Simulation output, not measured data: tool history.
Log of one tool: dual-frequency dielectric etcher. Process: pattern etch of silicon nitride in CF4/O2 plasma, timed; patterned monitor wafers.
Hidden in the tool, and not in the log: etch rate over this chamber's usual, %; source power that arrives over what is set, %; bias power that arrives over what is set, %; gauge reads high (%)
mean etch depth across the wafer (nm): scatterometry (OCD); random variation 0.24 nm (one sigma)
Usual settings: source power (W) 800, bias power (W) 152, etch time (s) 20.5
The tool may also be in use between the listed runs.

run     day  source power (W)  bias power (W)  etch time (s)  wafers since the last listed run  hours since the last wet clean  hours since the last source power generator calibration  hours since the last bias power generator calibration  hours since the last upper electrode change  hours since the gauge calibration  read-back reference wafer on the same gauge, depth_nm  mean etch depth across the wafer (nm)
  1   0.000               800             152           20.5                                 0                           438.2                                                   4448.0                                                 1533.1                                       3347.2                              532.9                                                   68.7                                   58.3
      1.183  -- wet clean of the chamber
  2   7.204               800             152           20.5                              1418                           144.5                                                   4620.9                                                 1706.0                                       3520.1                              705.8                                                   68.7                                   60.1
  3   9.962               640             175           20.5                               630                           210.7                                                   4687.1                                                 1772.2                                       3586.3                              772.0                                                   68.7                                   55.4
  4  11.346               640             175           20.5                               316                           243.9                                                   4720.3                                                 1805.4                                       3619.5                              805.2                                                   68.7                                   54.7
  5  14.183               800             152           20.5                               648                           312.0                                                   4788.4                                                 1873.5                                       3687.6                              873.3                                                   68.8                                   59.3
     15.762  -- source power generator calibrated
     16.583  -- wet clean of the chamber
  6  16.604               870             152           20.5                               327                             0.5                                                     20.2                                                 1931.6                                       3745.7                              931.4                                                   68.7                                   59.8
     17.408  -- gauge calibrated
     22.279  -- wet clean of the chamber, repeated, since the last time left the tool worse
  7  22.683               870             152           20.5                              1160                             9.7                                                    166.1                                                 2077.5                                       3891.6                              126.6                                                   68.6                                   63.7
  8  24.300               630             118           22.0                               369                            48.5                                                    204.9                                                 2116.3                                       3930.4                              165.4                                                   68.8                                   55.0
  9  26.008               800             152           20.5                               390                            89.5                                                    245.9                                                 2157.3                                       3971.4                              206.4                                                   68.7                                   60.1
 10  27.717               800             152           20.5                               390                           130.5                                                    286.9                                                 2198.3                                       4012.4                              247.4                                                   68.7                                   59.9
     29.671  -- upper electrode replaced
     29.750  -- bias power generator calibrated
 11  29.792               800             137           17.5                               227                           180.3                                                    336.7                                                    1.0                                          2.9                              297.2                                                   68.7                                   49.8
 12  35.658               950             162           22.0                              1340                           321.1                                                    477.5                                                  141.8                                        143.7                              438.0                                                   68.7                                   70.5
 13  37.421               730             152           22.5                               402                           363.4                                                    519.8                                                  184.1                                        186.0                              480.3                                                   68.8                                   62.6

The next listed run, before its measurement:
 14  38.500               620             119           20.5                               246                           389.3                                                    545.7                                                  210.0                                        211.9                              506.2                                                      ?                                      ?

read-back reference wafer on the same gauge, depth_nm: 68.7
mean etch depth across the wafer (nm): 50.1
Without the tool's hidden state the same run would have given mean etch depth across the wafer (nm) 51.4.

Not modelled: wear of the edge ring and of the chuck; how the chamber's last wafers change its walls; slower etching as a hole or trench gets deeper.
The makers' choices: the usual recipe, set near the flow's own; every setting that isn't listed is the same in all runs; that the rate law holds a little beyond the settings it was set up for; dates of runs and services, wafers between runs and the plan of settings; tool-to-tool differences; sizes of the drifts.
